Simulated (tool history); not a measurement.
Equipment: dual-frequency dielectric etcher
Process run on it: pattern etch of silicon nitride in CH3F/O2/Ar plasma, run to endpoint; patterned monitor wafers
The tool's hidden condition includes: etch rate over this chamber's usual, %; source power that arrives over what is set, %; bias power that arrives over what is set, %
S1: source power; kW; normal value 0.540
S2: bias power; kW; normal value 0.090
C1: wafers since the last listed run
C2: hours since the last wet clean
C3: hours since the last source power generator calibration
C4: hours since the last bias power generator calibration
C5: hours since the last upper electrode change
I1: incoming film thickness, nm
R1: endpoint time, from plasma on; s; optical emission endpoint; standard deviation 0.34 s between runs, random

run 1 day=0.000 | S1=0.540 S2=0.090 | C1=0 C2=310.8 C3=1812.7 C4=3846.3 C5=3575.0 | I1=58.2 | R1=72.0
run 2 day=1.204 | S1=0.580 S2=0.090 | C1=445 C2=339.7 C3=1841.6 C4=3875.2 C5=3603.9 | I1=57.8 | R1=71.1
run 3 day=2.675 | S1=0.580 S2=0.090 | C1=544 C2=375.0 C3=1876.9 C4=3910.5 C5=3639.2 | I1=58.1 | R1=72.1
run 4 day=3.971 | S1=0.580 S2=0.090 | C1=479 C2=406.1 C3=1908.0 C4=3941.6 C5=3670.3 | I1=59.0 | R1=73.3
-- day=5.767 wet clean of the chamber
run 5 day=5.788 | S1=0.480 S2=0.090 | C1=302 C2=0.5 C3=1951.6 C4=3985.2 C5=3713.9 | I1=57.4 | R1=70.6
run 6 day=6.438 | S1=0.480 S2=0.090 | C1=240 C2=16.1 C3=1967.2 C4=4000.8 C5=3729.5 | I1=58.1 | R1=71.4
run 7 day=7.171 | S1=0.480 S2=0.090 | C1=271 C2=33.7 C3=1984.8 C4=4018.4 C5=3747.1 | I1=57.6 | R1=71.1
run 8 day=8.533 | S1=0.540 S2=0.106 | C1=504 C2=66.4 C3=2017.5 C4=4051.1 C5=3779.8 | I1=58.0 | R1=66.2
run 9 day=9.671 | S1=0.540 S2=0.106 | C1=421 C2=93.7 C3=2044.8 C4=4078.4 C5=3807.1 | I1=58.1 | R1=66.2
run 10 day=12.854 | S1=0.540 S2=0.090 | C1=1178 C2=170.1 C3=2121.2 C4=4154.8 C5=3883.5 | I1=57.7 | R1=69.9
-- day=14.212 source power generator calibrated
run 11 day=14.250 | S1=0.540 S2=0.090 | C1=454 C2=203.6 C3=0.9 C4=4188.3 C5=3917.0 | I1=58.1 | R1=71.4
run 12 day=15.417 | S1=0.540 S2=0.090 | C1=431 C2=231.6 C3=28.9 C4=4216.3 C5=3945.0 | I1=57.2 | R1=70.3
run 13 day=15.988 | S1=0.540 S2=0.090 | C1=211 C2=245.3 C3=42.6 C4=4230.0 C5=3958.7 | I1=58.6 | R1=71.4
-- day=17.100 bias power generator calibrated
run 14 day=17.192 | S1=0.540 S2=0.090 | C1=383 C2=274.2 C3=71.5 C4=2.2 C5=3987.6 | I1=57.5 | R1=70.5
run 15 day=17.875 | S1=0.540 S2=0.090 | C1=252 C2=290.6 C3=87.9 C4=18.6 C5=4004.0 | I1=58.2 | R1=71.8
-- day=20.208 upper electrode replaced
run 16 day=20.229 | S1=0.460 S2=0.090 | C1=501 C2=347.1 C3=144.4 C4=75.1 C5=0.5 | I1=57.6 | R1=74.4
run 17 day=21.133 | S1=0.540 S2=0.102 | C1=334 C2=368.8 C3=166.1 C4=96.8 C5=22.2 | I1=58.1 | R1=69.4
run 18 day=22.554 | S1=0.580 S2=0.079 | C1=525 C2=402.9 C3=200.2 C4=130.9 C5=56.3 | I1=57.3 | R1=73.0
-- day=23.758 wet clean of the chamber
run 19 day=23.779 | S1=0.540 S2=0.090 | C1=83 C2=0.5 C3=229.6 C4=160.3 C5=85.7 | I1=58.4 | R1=70.8
run 20 day=23.954 | S1=0.640 S2=0.069 | C1=64 C2=4.7 C3=233.8 C4=164.5 C5=89.9 | I1=58.2 | R1=72.4
run 21 day=24.704 | S1=0.650 S2=0.101 | C1=277 C2=22.7 C3=251.8 C4=182.5 C5=107.9 | I1=57.0 | R1=62.8
run 22 day=26.150 | S1=0.540 S2=0.090 | C1=535 C2=57.4 C3=286.5 C4=217.2 C5=142.6 | I1=57.8 | R1=69.8
run 23 day=26.888 | S1=0.540 S2=0.090 | C1=272 C2=75.1 C3=304.2 C4=234.9 C5=160.3 | I1=58.1 | R1=69.9
run 24 day=27.688 | S1=0.420 S2=0.097 | C1=296 C2=94.3 C3=323.4 C4=254.1 C5=179.5 | I1=58.1 | R1=73.8
run 25 day=28.742 | S1=0.490 S2=0.090 | C1=390 C2=119.6 C3=348.7 C4=279.4 C5=204.8 | I1=57.8 | R1=72.0
run 26 day=29.792 | S1=0.470 S2=0.099 | C1=388 C2=144.8 C3=373.9 C4=304.6 C5=230.0 | I1=57.8 | R1=71.5
run 27 day=30.300 | S1=0.600 S2=0.072 | C1=188 C2=157.0 C3=386.1 C4=316.8 C5=242.2 | I1=58.1 | R1=73.5
run 28 day=31.179 | S1=0.540 S2=0.090 | C1=325 C2=178.1 C3=407.2 C4=337.9 C5=263.3 | I1=58.0 | R1=71.3
run 29 day=31.862 | S1=0.480 S2=0.080 | C1=252 C2=194.5 C3=423.6 C4=354.3 C5=279.7 | I1=57.6 | R1=75.8

Branching from run 29: 4 alternative next runs. What would each branch give?
run A day=31.879 | S1=0.500 S2=0.090 | C1=6 C2=194.9 C3=424.0 C4=354.7 C5=280.1 | I1=57.8 | R1=?
run B day=31.879 | S1=0.600 S2=0.109 | C1=6 C2=194.9 C3=424.0 C4=354.7 C5=280.1 | I1=57.8 | R1=?
run C day=31.879 | S1=0.470 S2=0.102 | C1=6 C2=194.9 C3=424.0 C4=354.7 C5=280.1 | I1=57.8 | R1=?
run D day=31.879 | S1=0.430 S2=0.108 | C1=6 C2=194.9 C3=424.0 C4=354.7 C5=280.1 | I1=57.8 | R1=?

run=A R1=73.3
run=B R1=65.4
run=C R1=71.5
run=D R1=71.9
Without the tool's hidden state the same runs would have given:
run=A R1=71.9
run=B R1=64.1
run=C R1=70.2
run=D R1=70.5
